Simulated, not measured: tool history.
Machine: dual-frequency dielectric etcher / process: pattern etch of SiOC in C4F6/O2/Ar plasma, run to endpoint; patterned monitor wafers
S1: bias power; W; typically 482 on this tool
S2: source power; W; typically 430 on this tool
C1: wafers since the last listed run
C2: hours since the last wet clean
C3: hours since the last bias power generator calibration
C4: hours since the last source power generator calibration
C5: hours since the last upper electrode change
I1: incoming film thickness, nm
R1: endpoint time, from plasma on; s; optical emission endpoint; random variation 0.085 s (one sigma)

{"run": 1, "day": 0.0, "S1": 482, "S2": 430, "C1": 0, "C2": 359.0, "C3": 1933.7, "C4": 3478.0, "C5": 4582.0, "I1": 40.66, "R1": 14.1}
{"run": 2, "day": 0.392, "S1": 482, "S2": 430, "C1": 196, "C2": 368.4, "C3": 1943.1, "C4": 3487.4, "C5": 4591.4, "I1": 40.37, "R1": 13.9}
{"run": 3, "day": 1.079, "S1": 482, "S2": 430, "C1": 344, "C2": 384.9, "C3": 1959.6, "C4": 3503.9, "C5": 4607.9, "I1": 40.81, "R1": 14.1}
{"run": 4, "day": 1.775, "S1": 482, "S2": 480, "C1": 348, "C2": 401.6, "C3": 1976.3, "C4": 3520.6, "C5": 4624.6, "I1": 40.53, "R1": 13.7}
{"run": 5, "day": 2.162, "S1": 482, "S2": 480, "C1": 194, "C2": 410.9, "C3": 1985.6, "C4": 3529.9, "C5": 4633.9, "I1": 40.21, "R1": 13.6}
{"run": 6, "day": 2.483, "S1": 482, "S2": 480, "C1": 160, "C2": 418.6, "C3": 1993.3, "C4": 3537.6, "C5": 4641.6, "I1": 40.46, "R1": 13.8}
{"run": 7, "day": 3.062, "S1": 482, "S2": 470, "C1": 290, "C2": 432.5, "C3": 2007.2, "C4": 3551.5, "C5": 4655.5, "I1": 40.68, "R1": 14.0}
{"run": 8, "day": 3.583, "S1": 482, "S2": 430, "C1": 261, "C2": 445.0, "C3": 2019.7, "C4": 3564.0, "C5": 4668.0, "I1": 39.99, "R1": 13.9}
{"run": 9, "day": 4.083, "S1": 415, "S2": 430, "C1": 250, "C2": 457.0, "C3": 2031.7, "C4": 3576.0, "C5": 4680.0, "I1": 40.03, "R1": 15.0}
{"run": 10, "day": 4.629, "S1": 482, "S2": 430, "C1": 273, "C2": 470.1, "C3": 2044.8, "C4": 3589.1, "C5": 4693.1, "I1": 40.71, "R1": 14.4}
{"run": 11, "day": 4.925, "S1": 482, "S2": 430, "C1": 148, "C2": 477.2, "C3": 2051.9, "C4": 3596.2, "C5": 4700.2, "I1": 40.33, "R1": 14.1}
{"run": 12, "day": 5.512, "S1": 482, "S2": 430, "C1": 294, "C2": 491.3, "C3": 2066.0, "C4": 3610.3, "C5": 4714.3, "I1": 40.22, "R1": 14.1}
{"run": 13, "day": 6.121, "S1": 482, "S2": 430, "C1": 304, "C2": 505.9, "C3": 2080.6, "C4": 3624.9, "C5": 4728.9, "I1": 40.44, "R1": 14.0}
{"run": 14, "day": 6.496, "S1": 580, "S2": 520, "C1": 187, "C2": 514.9, "C3": 2089.6, "C4": 3633.9, "C5": 4737.9, "I1": 40.3, "R1": 12.8}
{"run": 15, "day": 6.788, "S1": 482, "S2": 430, "C1": 146, "C2": 521.9, "C3": 2096.6, "C4": 3640.9, "C5": 4744.9, "I1": 40.29, "R1": 14.3}
{"run": 16, "day": 7.312, "S1": 547, "S2": 520, "C1": 263, "C2": 534.5, "C3": 2109.2, "C4": 3653.5, "C5": 4757.5, "I1": 40.43, "R1": 13.0}
{"run": 17, "day": 7.988, "S1": 421, "S2": 360, "C1": 338, "C2": 550.7, "C3": 2125.4, "C4": 3669.7, "C5": 4773.7, "I1": 40.38, "R1": 15.6}
{"day": 9.192, "done": "wet clean of the chamber"}
{"run": 18, "day": 9.212, "S1": 482, "S2": 430, "C1": 112, "C2": 0.5, "C3": 2154.8, "C4": 3699.1, "C5": 4803.1, "I1": 40.59, "R1": 13.4}
{"run": 19, "day": 9.225, "S1": 482, "S2": 430, "C1": 6, "C2": 0.8, "C3": 2155.1, "C4": 3699.4, "C5": 4803.4, "I1": 40.31, "R1": 13.3}
{"run": 20, "day": 9.238, "S1": 482, "S2": 430, "C1": 6, "C2": 1.1, "C3": 2155.4, "C4": 3699.7, "C5": 4803.7, "I1": 40.36, "R1": 13.3}
{"run": 21, "day": 9.454, "S1": 538, "S2": 430, "C1": 108, "C2": 6.3, "C3": 2160.6, "C4": 3704.9, "C5": 4808.9, "I1": 40.43, "R1": 12.8}
{"day": 10.108, "done": "source power generator calibrated"}
{"run": 22, "day": 10.133, "S1": 562, "S2": 430, "C1": 256, "C2": 22.6, "C3": 2176.9, "C4": 0.6, "C5": 4825.2, "I1": 40.07, "R1": 12.3}
{"run": 23, "day": 10.512, "S1": 399, "S2": 510, "C1": 190, "C2": 31.7, "C3": 2186.0, "C4": 9.7, "C5": 4834.3, "I1": 40.48, "R1": 13.9}
{"run": 24, "day": 11.162, "S1": 559, "S2": 350, "C1": 325, "C2": 47.3, "C3": 2201.6, "C4": 25.3, "C5": 4849.9, "I1": 40.15, "R1": 13.1}
{"day": 12.525, "done": "bias power generator calibrated"}
{"day": 12.554, "done": "upper electrode replaced"}
{"run": 25, "day": 12.575, "S1": 482, "S2": 430, "C1": 609, "C2": 81.2, "C3": 1.2, "C4": 59.2, "C5": 0.5, "I1": 40.62, "R1": 13.6}
{"run": 26, "day": 12.588, "S1": 482, "S2": 430, "C1": 6, "C2": 81.5, "C3": 1.5, "C4": 59.5, "C5": 0.8, "I1": 40.2, "R1": 13.3}
{"run": 27, "day": 12.925, "S1": 546, "S2": 430, "C1": 169, "C2": 89.6, "C3": 9.6, "C4": 67.6, "C5": 8.9, "I1": 40.33, "R1": 12.8}
{"run": 28, "day": 13.517, "S1": 579, "S2": 510, "C1": 296, "C2": 103.8, "C3": 23.8, "C4": 81.8, "C5": 23.1, "I1": 40.09, "R1": 11.9}
{"run": 29, "day": 13.804, "S1": 445, "S2": 530, "C1": 144, "C2": 110.7, "C3": 30.7, "C4": 88.7, "C5": 30.0, "I1": 40.43, "R1": 13.2}
{"run": 30, "day": 14.304, "S1": 515, "S2": 430, "C1": 250, "C2": 122.7, "C3": 42.7, "C4": 100.7, "C5": 42.0, "I1": 40.27, "R1": 13.1}
{"run": 31, "day": 14.917, "S1": 532, "S2": 360, "C1": 306, "C2": 137.4, "C3": 57.4, "C4": 115.4, "C5": 56.7, "I1": 40.4, "R1": 13.6}
{"run": 32, "day": 15.658, "S1": 482, "S2": 360, "C1": 371, "C2": 155.2, "C3": 75.2, "C4": 133.2, "C5": 74.5, "I1": 40.46, "R1": 14.0}
{"run": 33, "day": 15.979, "S1": 482, "S2": 350, "C1": 160, "C2": 162.9, "C3": 82.9, "C4": 140.9, "C5": 82.2, "I1": 40.29, "R1": 14.0}
{"run": 34, "day": 16.538, "S1": 445, "S2": 530, "C1": 279, "C2": 176.3, "C3": 96.3, "C4": 154.3, "C5": 95.6, "I1": 40.61, "R1": 13.3}
{"run": 35, "day": 17.233, "S1": 561, "S2": 460, "C1": 348, "C2": 193.0, "C3": 113.0, "C4": 171.0, "C5": 112.3, "I1": 40.24, "R1": 12.6}

Hidden condition of the tool, last listed run before each entry between runs versus first listed run after:
From run 17 to run 18: wet clean of the chamber (day 9.192)
  etch rate over this chamber's usual, %: -6 -> 0.735
  measured result minus the result with no hidden state, R1: +1.0 -> -0.1 s
From run 21 to run 22: source power generator calibrated (day 10.108)
  etch rate over this chamber's usual, %: 0.684 -> 0.54
  measured result minus the result with no hidden state, R1: -0.1 -> -0.1 s
From run 24 to run 25: bias power generator calibrated (day 12.525); upper electrode replaced (day 12.554)
  etch rate over this chamber's usual, %: 0.323 -> 0.0256
  measured result minus the result with no hidden state, R1: +0.0 -> +0.0 s

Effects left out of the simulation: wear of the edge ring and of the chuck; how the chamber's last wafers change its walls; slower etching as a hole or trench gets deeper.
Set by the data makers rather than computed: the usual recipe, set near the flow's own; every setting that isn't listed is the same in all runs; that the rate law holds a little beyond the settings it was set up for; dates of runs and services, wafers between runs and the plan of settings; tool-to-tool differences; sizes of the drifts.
